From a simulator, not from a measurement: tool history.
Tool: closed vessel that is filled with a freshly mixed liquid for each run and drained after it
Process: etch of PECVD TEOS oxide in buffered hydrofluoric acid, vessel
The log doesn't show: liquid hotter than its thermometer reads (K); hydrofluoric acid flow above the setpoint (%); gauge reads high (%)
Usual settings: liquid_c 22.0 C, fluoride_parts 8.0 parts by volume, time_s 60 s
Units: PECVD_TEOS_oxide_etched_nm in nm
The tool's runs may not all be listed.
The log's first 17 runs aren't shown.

run    hour  liquid_c  fluoride_parts  time_s  wafers since the last listed run  hours since the thermometer was replaced  hours since the hydrofluoric acid flow meter was replaced  hours since the gauge calibration  read-back film thickness of the PECVD TEOS oxide reference wafer, read on the same gauge (nm)  PECVD_TEOS_oxide_etched_nm
 18  1474.2      19.5             8.0      60                              2901                                     231.5                                                      683.0                              848.8                                                                                          29.97                      133.12
 19  1526.1      20.0             5.0      70                              3746                                     283.4                                                      734.9                              900.7                                                                                          29.99                      242.84
 20  1577.8      22.0             8.0      80                              3731                                     335.1                                                      786.6                              952.4                                                                                          30.02                      201.63
 21  1665.2      23.5             8.0      60                              6308                                     422.5                                                      874.0                             1039.8                                                                                          29.99                      164.19
 22  1757.2      17.5            10.0      35                              6640                                     514.5                                                      966.0                             1131.8                                                                                          30.01                       55.78
 23  1860.4      20.0             8.0      35                              7448                                     617.7                                                     1069.2                             1235.0                                                                                          30.00                       78.34
     1867.9  -- hydrofluoric acid flow meter replaced
 24  1934.1      24.5             9.5      40                              5247                                     691.4                                                       66.2                             1308.7                                                                                          29.97                       98.85
 25  2021.3      26.5             9.5      45                              6294                                     778.6                                                      153.4                             1395.9                                                                                          30.00                      124.98
 26  2105.1      22.0             8.0      60                              6048                                     862.4                                                      237.2                             1479.7                                                                                          29.99                      152.93
 27  2165.3      23.5             8.0      45                              4345                                     922.6                                                      297.4                             1539.9                                                                                          29.98                      123.96
 28  2202.6      19.0             8.0      60                              2692                                     959.9                                                      334.7                             1577.2                                                                                          29.99                      129.26
 29  2482.6      22.0             8.0      60                             20210                                    1239.9                                                      614.7                             1857.2                                                                                          30.00                      152.21
 30  2704.0      22.0             8.0      60                             15980                                    1461.3                                                      836.1                             2078.6                                                                                          30.03                      155.06
 31  2745.7      22.0             6.0      85                              3009                                    1503.0                                                      877.8                             2120.3                                                                                          29.99                      285.36
 32  2993.9      18.0            10.0      30                             17914                                    1751.2                                                     1126.0                             2368.5                                                                                          29.97                       50.37
 33  3050.8      22.0             8.0      60                              4106                                    1808.1                                                     1182.9                             2425.4                                                                                          30.00                      153.19
 34  3091.3      22.0             6.5      60                              2923                                    1848.6                                                     1223.4                             2465.9                                                                                          29.97                      190.57

Forecast each of these 3 alternatives for the next run:
  A  3092.0      22.0             8.0      60                                50                                    1849.3                                                     1224.1                             2466.6                                                                                              ?                           ?
  B  3092.0      24.0            10.0      50                                50                                    1849.3                                                     1224.1                             2466.6                                                                                              ?                           ?
  C  3092.0      22.0             8.0      95                                50                                    1849.3                                                     1224.1                             2466.6                                                                                              ?                           ?

run  read-back film thickness of the PECVD TEOS oxide reference wafer, read on the same gauge (nm)  PECVD_TEOS_oxide_etched_nm
  A                                                                                          30.00                      151.15
  B                                                                                          30.00                      115.73
  C                                                                                          30.00                      239.32
Without the tool's hidden state the same runs would have given:
run  PECVD_TEOS_oxide_etched_nm
  A                      146.80
  B                      112.44
  C                      232.43

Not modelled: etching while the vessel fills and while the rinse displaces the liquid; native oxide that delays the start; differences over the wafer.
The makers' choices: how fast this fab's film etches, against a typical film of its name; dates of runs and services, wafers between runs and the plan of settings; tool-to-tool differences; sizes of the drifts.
